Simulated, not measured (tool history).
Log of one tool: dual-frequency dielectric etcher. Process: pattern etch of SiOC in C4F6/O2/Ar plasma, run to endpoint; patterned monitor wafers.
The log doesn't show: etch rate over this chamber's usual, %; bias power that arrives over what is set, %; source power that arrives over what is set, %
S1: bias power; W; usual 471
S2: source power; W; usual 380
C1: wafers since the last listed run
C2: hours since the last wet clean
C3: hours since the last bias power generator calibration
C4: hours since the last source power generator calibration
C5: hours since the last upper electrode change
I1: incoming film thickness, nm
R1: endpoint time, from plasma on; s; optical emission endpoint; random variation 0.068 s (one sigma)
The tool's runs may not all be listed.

run 1 hour=0.0 | S1=405 S2=440 | C1=0 C2=231.4 C3=3363.3 C4=3267.4 C5=4885.0 | I1=26.63 | R1=9.7
run 2 hour=35.4 | S1=534 S2=440 | C1=485 C2=266.8 C3=3398.7 C4=3302.8 C5=4920.4 | I1=26.86 | R1=8.8
run 3 hour=48.5 | S1=534 S2=440 | C1=179 C2=279.9 C3=3411.8 C4=3315.9 C5=4933.5 | I1=26.47 | R1=8.7
run 4 hour=84.2 | S1=534 S2=440 | C1=489 C2=315.6 C3=3447.5 C4=3351.6 C5=4969.2 | I1=26.84 | R1=8.8
-- hour=113.8 upper electrode replaced
run 5 hour=118.4 | S1=471 S2=360 | C1=139 C2=349.8 C3=3481.7 C4=3385.8 C5=4.6 | I1=26.74 | R1=9.7
-- hour=167.7 source power generator calibrated
-- hour=169.6 wet clean of the chamber
run 6 hour=170.1 | S1=471 S2=380 | C1=627 C2=0.5 C3=3533.4 C4=2.4 C5=56.3 | I1=26.51 | R1=9.2
run 7 hour=170.5 | S1=543 S2=320 | C1=5 C2=0.9 C3=3533.8 C4=2.8 C5=56.7 | I1=26.62 | R1=9.4
run 8 hour=190.8 | S1=543 S2=320 | C1=278 C2=21.2 C3=3554.1 C4=23.1 C5=77.0 | I1=26.76 | R1=9.5
run 9 hour=207.0 | S1=379 S2=460 | C1=222 C2=37.4 C3=3570.3 C4=39.3 C5=93.2 | I1=26.45 | R1=9.6
run 10 hour=219.8 | S1=536 S2=470 | C1=175 C2=50.2 C3=3583.1 C4=52.1 C5=106.0 | I1=26.58 | R1=8.5
-- hour=224.3 bias power generator calibrated
run 11 hour=238.1 | S1=370 S2=350 | C1=196 C2=68.5 C3=13.8 C4=70.4 C5=124.3 | I1=26.88 | R1=10.8
run 12 hour=273.9 | S1=415 S2=480 | C1=491 C2=104.3 C3=49.6 C4=106.2 C5=160.1 | I1=26.45 | R1=9.3
run 13 hour=304.6 | S1=563 S2=440 | C1=421 C2=135.0 C3=80.3 C4=136.9 C5=190.8 | I1=26.65 | R1=8.6
run 14 hour=322.7 | S1=542 S2=420 | C1=248 C2=153.1 C3=98.4 C4=155.0 C5=208.9 | I1=26.36 | R1=8.6
run 15 hour=350.9 | S1=471 S2=380 | C1=386 C2=181.3 C3=126.6 C4=183.2 C5=237.1 | I1=26.77 | R1=9.6
run 16 hour=368.0 | S1=382 S2=380 | C1=234 C2=198.4 C3=143.7 C4=200.3 C5=254.2 | I1=26.64 | R1=10.4

The tool's hidden state at each run:
bias power that arrives over what is set, %: 0 in every run
source power that arrives over what is set, %: 0 in every run
H1: etch rate over this chamber's usual, %
run=1 H1=-1.03
run=2 H1=-1.33
run=3 H1=-1.43
run=4 H1=-1.73
run=5 H1=-2.01
run=6 H1=-0.326
run=7 H1=-0.329
run=8 H1=-0.497
run=9 H1=-0.631
run=10 H1=-0.736
run=11 H1=-0.888
run=12 H1=-1.18
run=13 H1=-1.44
run=14 H1=-1.59
run=15 H1=-1.82
run=16 H1=-1.96
